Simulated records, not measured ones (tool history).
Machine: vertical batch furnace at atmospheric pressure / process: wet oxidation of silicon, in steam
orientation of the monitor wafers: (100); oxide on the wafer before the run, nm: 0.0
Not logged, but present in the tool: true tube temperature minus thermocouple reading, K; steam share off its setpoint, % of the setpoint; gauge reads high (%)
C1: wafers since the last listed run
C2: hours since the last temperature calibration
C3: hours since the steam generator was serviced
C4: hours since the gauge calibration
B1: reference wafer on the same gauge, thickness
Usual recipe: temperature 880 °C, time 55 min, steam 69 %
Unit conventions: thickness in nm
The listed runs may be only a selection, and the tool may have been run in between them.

{"run": 1, "hour": 0.0, "temperature": 880, "time": 55, "steam": 69, "C1": 0, "C2": 2247.8, "C3": 481.8, "C4": 146.3, "B1": 82.51, "thickness": 82.55}
{"run": 2, "hour": 57.5, "temperature": 880, "time": 55, "steam": 69, "C1": 791, "C2": 2305.3, "C3": 539.3, "C4": 203.8, "B1": 82.64, "thickness": 82.05}
{"run": 3, "hour": 97.2, "temperature": 880, "time": 55, "steam": 69, "C1": 546, "C2": 2345, "C3": 579, "C4": 243.5, "B1": 82.58, "thickness": 82.55}
{"run": 4, "hour": 128.4, "temperature": 880, "time": 55, "steam": 69, "C1": 429, "C2": 2376.2, "C3": 610.2, "C4": 274.7, "B1": 82.64, "thickness": 81.38}
{"run": 5, "hour": 167.3, "temperature": 880, "time": 55, "steam": 69, "C1": 535, "C2": 2415.1, "C3": 649.1, "C4": 313.6, "B1": 82.56, "thickness": 81.48}
{"run": 6, "hour": 228.4, "temperature": 880, "time": 55, "steam": 69, "C1": 841, "C2": 2476.2, "C3": 710.2, "C4": 374.7, "B1": 82.56, "thickness": 81.7}
{"run": 7, "hour": 265.2, "temperature": 880, "time": 55, "steam": 69, "C1": 506, "C2": 2513, "C3": 747, "C4": 411.5, "B1": 82.53, "thickness": 81.24}
{"hour": 337.3, "done": "thermocouples replaced and temperature profile calibrated"}
{"run": 8, "hour": 337.8, "temperature": 880, "time": 55, "steam": 69, "C1": 669, "C2": 0.5, "C3": 819.6, "C4": 484.1, "B1": 82.61, "thickness": 81.32}
{"run": 9, "hour": 384.8, "temperature": 880, "time": 55, "steam": 69, "C1": 647, "C2": 47.5, "C3": 866.6, "C4": 531.1, "B1": 82.6, "thickness": 80.88}
{"hour": 432.7, "done": "gauge calibrated"}
{"run": 10, "hour": 454.3, "temperature": 880, "time": 73, "steam": 63, "C1": 956, "C2": 117, "C3": 936.1, "C4": 21.6, "B1": 82.59, "thickness": 96.9}
{"run": 11, "hour": 525.9, "temperature": 880, "time": 55, "steam": 60, "C1": 985, "C2": 188.6, "C3": 1007.7, "C4": 93.2, "B1": 82.62, "thickness": 70.79}
{"run": 12, "hour": 597.1, "temperature": 880, "time": 55, "steam": 69, "C1": 980, "C2": 259.8, "C3": 1078.9, "C4": 164.4, "B1": 82.61, "thickness": 80.23}

Expected results for the next run?
{"run": 13, "hour": 658.9, "temperature": 880, "time": 69, "steam": 69, "C1": 850, "C2": 321.6, "C3": 1140.7, "C4": 226.2, "B1": "?", "thickness": "?"}

{"run 13": {"B1": 82.64, "thickness": 98.75}}
Take away the tool's hidden state, keep the run-to-run variation as it was, and the same run would have given thickness 102.63 nm.
